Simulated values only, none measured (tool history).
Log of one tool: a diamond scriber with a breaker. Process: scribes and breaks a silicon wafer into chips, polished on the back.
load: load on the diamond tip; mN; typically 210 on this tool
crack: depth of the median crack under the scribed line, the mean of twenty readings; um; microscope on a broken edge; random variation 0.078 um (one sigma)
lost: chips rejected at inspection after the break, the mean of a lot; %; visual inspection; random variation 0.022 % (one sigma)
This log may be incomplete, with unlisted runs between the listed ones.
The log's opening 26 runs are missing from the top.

run     day  load  wafers since the last listed run  hours since the diamond tip was replaced  hours since the load on the tip was calibrated  incoming depth of the damage left on the back of the incoming wafer, um  crack   lost
 27  14.250   254                                30                                      87.8                                           532.9                                                                     0.03  10.74   5.96
 28  14.642   210                                19                                      97.2                                           542.3                                                                     0.01   9.28   1.00
 29  15.329   259                                33                                     113.7                                           558.8                                                                     0.03  10.71   6.56
 30  16.017   270                                33                                     130.2                                           575.3                                                                     0.02  11.05   8.15
 31  16.279   210                                12                                     136.5                                           581.6                                                                     0.04   9.12   1.01
     16.558  -- load on the tip recalibrated
 32  16.850   258                                23                                     150.2                                             7.0                                                                     0.02   9.37   1.48
 33  17.404   169                                27                                     163.5                                            20.3                                                                     0.03   6.91   8.25
 34  18.017   156                                30                                     178.2                                            35.0                                                                     0.02   6.52  11.16
 35  18.538   210                                25                                     190.7                                            47.5                                                                     0.05   8.22   1.07
 36  18.929   250                                19                                     200.1                                            56.9                                                                     0.03   9.25   1.36
 37  19.200   241                                13                                     206.6                                            63.4                                                                     0.05   9.27   0.92
 38  19.746   179                                26                                     219.7                                            76.5                                                                     0.03   7.35   4.90
 39  20.250   172                                24                                     231.8                                            88.6                                                                     0.02   7.05   6.10
 40  20.750   210                                24                                     243.8                                           100.6                                                                     0.04   8.20   0.88

Alternative continuations, all from the tool just after run 40; predict every row:
  A  20.775   158                                 1                                     244.4                                           101.2                                                                     0.04      ?     ?
  B  20.775   237                                 1                                     244.4                                           101.2                                                                     0.04      ?     ?
  C  20.775   186                                 1                                     244.4                                           101.2                                                                     0.04      ?     ?
  D  20.775   242                                 1                                     244.4                                           101.2                                                                     0.04      ?     ?

run  crack  lost
  A   6.63  9.79
  B   9.03  0.81
  C   7.52  3.21
  D   9.17  1.03
Had the tool no hidden state, the same runs would have come out as:
run  crack  lost
  A   6.96  6.89
  B   9.47  1.68
  C   7.89  1.72
  D   9.61  2.09
